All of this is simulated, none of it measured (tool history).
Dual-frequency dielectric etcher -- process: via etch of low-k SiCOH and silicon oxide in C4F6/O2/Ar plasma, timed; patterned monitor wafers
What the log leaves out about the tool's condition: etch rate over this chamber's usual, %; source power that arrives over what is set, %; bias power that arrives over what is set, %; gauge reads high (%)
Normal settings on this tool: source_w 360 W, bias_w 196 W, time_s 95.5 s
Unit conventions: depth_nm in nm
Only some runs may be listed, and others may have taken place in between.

run	day	source_w	bias_w	time_s	wafers since the last listed run	hours since the last wet clean	hours since the last source power generator calibration	hours since the last bias power generator calibration	hours since the last upper electrode change	hours since the gauge calibration	read-back reference wafer on the same gauge, depth_nm	depth_nm
1	0.000	430	196	81.5	0	356.8	4914.2	1692.4	3300.5	178.3	305.8	258.2
2	0.767	360	196	79.0	220	375.2	4932.6	1710.8	3318.9	196.7	306.4	236.6
3	1.458	360	196	79.0	198	391.8	4949.2	1727.4	3335.5	213.3	306.3	238.7
4	2.033	360	196	79.0	165	405.6	4963.0	1741.2	3349.3	227.1	306.3	237.7
5	6.046	360	196	95.5	1151	501.9	5059.3	1837.5	3445.6	323.4	306.1	287.5
# day 6.688: gauge calibrated
# day 7.704: wet clean of the chamber
6	7.725	360	196	95.5	194	0.5	5099.6	1877.8	3485.9	24.9	306.2	286.7
7	7.979	360	196	95.5	72	6.6	5105.7	1883.9	3492.0	31.0	306.0	287.8
8	8.850	330	196	95.5	250	27.5	5126.6	1904.8	3512.9	51.9	306.2	277.2
9	9.783	360	196	95.5	267	49.9	5149.0	1927.2	3535.3	74.3	306.0	287.2
# day 10.317: bias power generator calibrated
10	10.867	420	221	82.5	263	75.9	5175.0	13.2	3561.3	100.3	306.1	273.2
# day 12.321: upper electrode replaced
# day 12.404: source power generator calibrated
11	12.425	360	196	95.5	136	113.3	0.5	50.6	2.5	137.7	306.0	286.0
12	12.438	310	196	95.5	3	113.6	0.8	50.9	2.8	138.0	306.1	274.3
13	13.112	320	243	95.5	193	129.8	17.0	67.1	19.0	154.2	306.0	302.4
14	13.808	360	214	72.0	199	146.5	33.7	83.8	35.7	170.9	306.0	225.4
15	14.408	360	212	95.5	172	160.9	48.1	98.2	50.1	185.3	305.7	296.4
16	15.058	320	182	73.0	186	176.5	63.7	113.8	65.7	200.9	306.0	205.7
17	16.021	410	233	79.0	276	199.6	86.8	136.9	88.8	224.0	305.9	264.2

5 ways to go on from here, each from the tool as it stands after run 17. What would each give?
A	16.038	360	196	85.0	4	200.0	87.2	137.3	89.2	224.4	?	?
B	16.038	410	216	74.0	4	200.0	87.2	137.3	89.2	224.4	?	?
C	16.038	450	213	121.0	4	200.0	87.2	137.3	89.2	224.4	?	?
D	16.038	420	196	73.0	4	200.0	87.2	137.3	89.2	224.4	?	?
E	16.038	360	196	110.0	4	200.0	87.2	137.3	89.2	224.4	?	?

run	read-back reference wafer on the same gauge, depth_nm	depth_nm
A	306.1	254.7
B	306.1	239.8
C	306.1	401.2
D	306.1	229.1
E	306.1	329.5
Take away the tool's hidden state, keep each run's random variation, and the runs would have read:
run	depth_nm
A	254.7
B	239.8
C	401.2
D	229.1
E	329.5
